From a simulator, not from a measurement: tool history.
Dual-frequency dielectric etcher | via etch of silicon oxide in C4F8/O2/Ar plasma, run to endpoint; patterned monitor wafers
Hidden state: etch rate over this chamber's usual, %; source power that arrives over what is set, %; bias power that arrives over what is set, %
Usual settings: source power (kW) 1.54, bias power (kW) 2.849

run	day	source power (kW)	bias power (kW)	wafers since the last listed run	hours since the last wet clean	hours since the last source power generator calibration	hours since the last bias power generator calibration	hours since the last upper electrode change	incoming incoming film thickness, nm	endpoint time (s)
1	0	1.54	2.849	0	369.9	4226.4	2981.3	2230.9	1444.2	287
2	0.275	1.54	2.849	47	376.5	4233	2987.9	2237.5	1451	287.3
3	0.896	1.54	2.849	107	391.4	4247.9	3002.8	2252.4	1445.1	285.9
4	2.983	1.54	3.205	360	441.5	4298	3052.9	2302.5	1460	282.6
5	3.567	1.3	2.849	100	455.5	4312	3066.9	2316.5	1442.6	300.7
6	4.208	1.3	2.849	110	470.9	4327.4	3082.3	2331.9	1446.5	300.9
7	4.512	1.3	2.849	52	478.2	4334.7	3089.6	2339.2	1438	299.9
8	5.092	1.54	2.849	99	492.1	4348.6	3103.5	2353.1	1449.1	288
# day 5.546: bias power generator calibrated
9	5.792	1.54	2.849	92	508.9	4365.4	5.9	2369.9	1428.9	282.4
10	6.158	1.54	2.849	63	517.7	4374.2	14.7	2378.7	1438.7	287.1
11	6.483	1.54	2.849	56	525.5	4382	22.5	2386.5	1440.9	286.2
12	7.167	1.54	2.849	117	541.9	4398.4	38.9	2402.9	1443	288
# day 8.417: upper electrode replaced
13	8.438	1.54	2.849	46	572.4	4428.9	69.4	0.5	1440.1	285.8
14	8.454	1.54	3.309	2	572.8	4429.3	69.8	0.9	1437.1	275.2
# day 9.658: wet clean of the chamber
15	9.679	1.54	3.226	38	0.5	4458.7	99.2	30.3	1443	276.1
16	9.696	1.54	2.849	2	0.9	4459.1	99.6	30.7	1436.3	285.6
17	9.892	1.76	2.849	33	5.6	4463.8	104.3	35.4	1442	275.4
18	10.417	1.54	2.849	90	18.2	4476.4	116.9	48	1437.5	285.6
19	10.992	1.86	3.158	99	32	4490.2	130.7	61.8	1445.9	264.2
# day 11.179: source power generator calibrated
20	11.488	1.54	2.849	56	43.9	7.4	142.6	73.7	1441.7	285.4
21	11.829	1.54	2.849	58	52.1	15.6	150.8	81.9	1434.2	285.1
22	12.4	1.31	3.062	98	65.8	29.3	164.5	95.6	1447.4	295.9
23	12.783	1.81	2.454	66	75	38.5	173.7	104.8	1447.7	284.4
24	13.267	1.79	3.048	83	86.6	50.1	185.3	116.4	1448.7	271.4
25	13.996	1.64	3.522	125	104.1	67.6	202.8	133.9	1439.1	264.8
26	14.604	1.2	2.511	105	118.7	82.2	217.4	148.5	1419.4	311.8
27	14.933	1.19	3.351	56	126.6	90.1	225.3	156.4	1433.4	293.6

Forecast each of these 4 alternatives for the next run:
A	14.954	1.54	2.849	3	127.1	90.6	225.8	156.9	1447.5	?
B	14.954	1.8	2.464	3	127.1	90.6	225.8	156.9	1447.5	?
C	14.954	1.22	3.503	3	127.1	90.6	225.8	156.9	1447.5	?
D	14.954	1.54	2.345	3	127.1	90.6	225.8	156.9	1447.5	?

run	endpoint time (s)
A	288.7
B	285.3
C	292.3
D	303.1
Without the tool's hidden state the same runs would have given:
run	endpoint time (s)
A	288.7
B	285.3
C	292.3
D	303.1
